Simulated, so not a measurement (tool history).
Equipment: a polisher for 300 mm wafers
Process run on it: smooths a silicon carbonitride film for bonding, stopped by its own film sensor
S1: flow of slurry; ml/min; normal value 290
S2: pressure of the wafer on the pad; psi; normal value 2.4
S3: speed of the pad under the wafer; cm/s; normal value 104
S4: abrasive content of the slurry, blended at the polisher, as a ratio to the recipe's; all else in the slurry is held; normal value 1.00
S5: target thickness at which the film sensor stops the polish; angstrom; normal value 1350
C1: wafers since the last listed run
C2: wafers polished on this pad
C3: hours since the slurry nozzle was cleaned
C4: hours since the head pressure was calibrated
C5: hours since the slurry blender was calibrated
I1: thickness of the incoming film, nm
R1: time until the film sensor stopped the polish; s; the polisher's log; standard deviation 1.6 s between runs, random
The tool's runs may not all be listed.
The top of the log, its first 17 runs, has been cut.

run	hour	S1	S2	S3	S4	S5	C1	C2	C3	C4	C5	I1	R1
18	229.6	290	2.4	104	1.00	1350	96	618	621.1	1151.8	131.7	169.3	112.7
# hour 233.5: slurry nozzle cleaned
# hour 243.4: head pressure recalibrated
19	243.9	290	1.8	104	1.00	1350	86	705	10.4	0.5	146.0	170.1	148.3
20	253.2	290	2.4	104	1.00	1350	70	775	19.7	9.8	155.3	169.5	113.3
21	264.4	355	2.4	104	1.15	1350	85	861	30.9	21.0	166.5	173.3	113.4
22	271.7	290	2.4	104	1.00	1260	55	916	38.2	28.3	173.8	168.4	142.6
23	287.8	290	2.8	104	1.00	1460	122	1039	54.3	44.4	189.9	169.7	68.8
# hour 293.8: worn pad replaced by a new one
24	300.3	290	2.4	104	1.00	1260	64	49	66.8	56.9	202.4	171.8	150.5
25	307.6	290	2.8	120	1.00	1350	55	104	74.1	64.2	209.7	169.4	94.7
26	316.2	290	2.4	104	0.75	1240	65	170	82.7	72.8	218.3	169.2	188.3
27	328.8	290	2.1	104	1.00	1350	96	266	95.3	85.4	230.9	168.6	128.8
28	342.5	290	2.4	104	1.00	1350	104	370	109.0	99.1	244.6	171.1	120.5
29	360.2	290	2.4	104	1.00	1350	134	505	126.7	116.8	262.3	173.4	126.7
30	373.2	250	2.4	104	1.00	1350	99	605	139.7	129.8	275.3	166.6	107.1
31	388.9	290	2.4	104	1.00	1350	119	724	155.4	145.5	291.0	169.2	114.9

Each row is a separate what-if for the run after 31, all from the same tool condition, not one after another. Results?
A	389.4	200	2.4	104	1.00	1350	3	728	155.9	146.0	291.5	171.0	?
B	389.4	245	2.4	104	1.10	1350	3	728	155.9	146.0	291.5	171.0	?
C	389.4	290	2.4	104	0.80	1350	3	728	155.9	146.0	291.5	171.0	?

run	R1
A	128.3
B	117.8
C	141.9
Take away the tool's hidden state, keep each run's random variation, and the runs would have read:
run	R1
A	113.8
B	105.3
C	123.8
